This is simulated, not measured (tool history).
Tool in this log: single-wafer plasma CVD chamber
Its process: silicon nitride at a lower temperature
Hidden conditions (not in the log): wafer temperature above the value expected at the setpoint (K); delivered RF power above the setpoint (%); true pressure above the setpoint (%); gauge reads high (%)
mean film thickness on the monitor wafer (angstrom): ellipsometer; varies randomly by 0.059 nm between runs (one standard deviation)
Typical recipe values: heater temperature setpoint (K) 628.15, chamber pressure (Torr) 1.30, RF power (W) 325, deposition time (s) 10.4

run	hour	heater temperature setpoint (K)	chamber pressure (Torr)	RF power (W)	deposition time (s)	wafers since the last listed run	hours since the last thermocouple change	hours since the last RF generator calibration	hours since the last manometer calibration	hours since the showerhead was replaced	hours since the gauge calibration	read-back reference wafer on the same gauge, thickness_nm	mean film thickness on the monitor wafer (angstrom)
1	0.0	628.15	1.30	325	9.8	0	2216.7	1186.4	1286.2	6929.4	986.8	12.609	116.96
2	22.8	628.15	1.30	325	9.8	554	2239.5	1209.2	1309.0	6952.2	1009.6	12.609	116.68
# hour 41.2: showerhead replaced
3	41.7	628.15	1.30	325	9.8	264	2258.4	1228.1	1327.9	0.5	1028.5	12.587	116.84
4	62.7	628.15	1.30	325	10.4	510	2279.4	1249.1	1348.9	21.5	1049.5	12.607	124.02
5	80.1	628.15	1.30	325	10.4	422	2296.8	1266.5	1366.3	38.9	1066.9	12.610	123.82
# hour 104.1: capacitance manometer re-zeroed and calibrated
6	104.6	640.15	1.15	325	8.9	400	2321.3	1291.0	0.5	63.4	1091.4	12.607	98.83
7	130.7	628.15	1.30	325	10.4	634	2347.4	1317.1	26.6	89.5	1117.5	12.593	122.56
8	163.7	614.15	1.03	325	10.4	801	2380.4	1350.1	59.6	122.5	1150.5	12.588	111.73
9	192.1	628.15	1.47	325	12.2	690	2408.8	1378.5	88.0	150.9	1178.9	12.572	148.40
10	212.9	620.15	1.46	365	11.0	505	2429.6	1399.3	108.8	171.7	1199.7	12.574	148.92
# hour 221.6: gauge calibrated
# hour 239.5: capacitance manometer re-zeroed and calibrated, repeated, since the last time left the tool worse
11	240.0	628.15	1.30	325	10.4	464	2456.7	1426.4	0.5	198.8	18.4	12.605	127.74
12	272.5	628.15	1.06	325	10.4	789	2489.2	1458.9	33.0	231.3	50.9	12.603	117.72
13	303.4	628.15	1.30	325	10.4	750	2520.1	1489.8	63.9	262.2	81.8	12.604	126.51
14	323.8	628.15	1.30	275	9.8	495	2540.5	1510.2	84.3	282.6	102.2	12.615	99.93
15	350.9	628.15	1.17	295	10.4	658	2567.6	1537.3	111.4	309.7	129.3	12.588	110.08
16	378.8	636.15	1.30	380	11.7	678	2595.5	1565.2	139.3	337.6	157.2	12.583	162.07
# hour 399.9: thermocouple changed; heater temperature recalibrated
17	400.4	628.15	1.30	325	10.4	330	0.5	1586.8	160.9	359.2	178.8	12.595	126.04

The next listed run, before its measurement:
18	414.1	628.15	1.30	325	10.4	332	14.2	1600.5	174.6	372.9	192.5	?	?

read-back reference wafer on the same gauge, thickness_nm: 12.586
mean film thickness on the monitor wafer (angstrom): 127.32
The same run, on a tool lacking any hidden state, would have yielded mean film thickness on the monitor wafer (angstrom) 127.37.
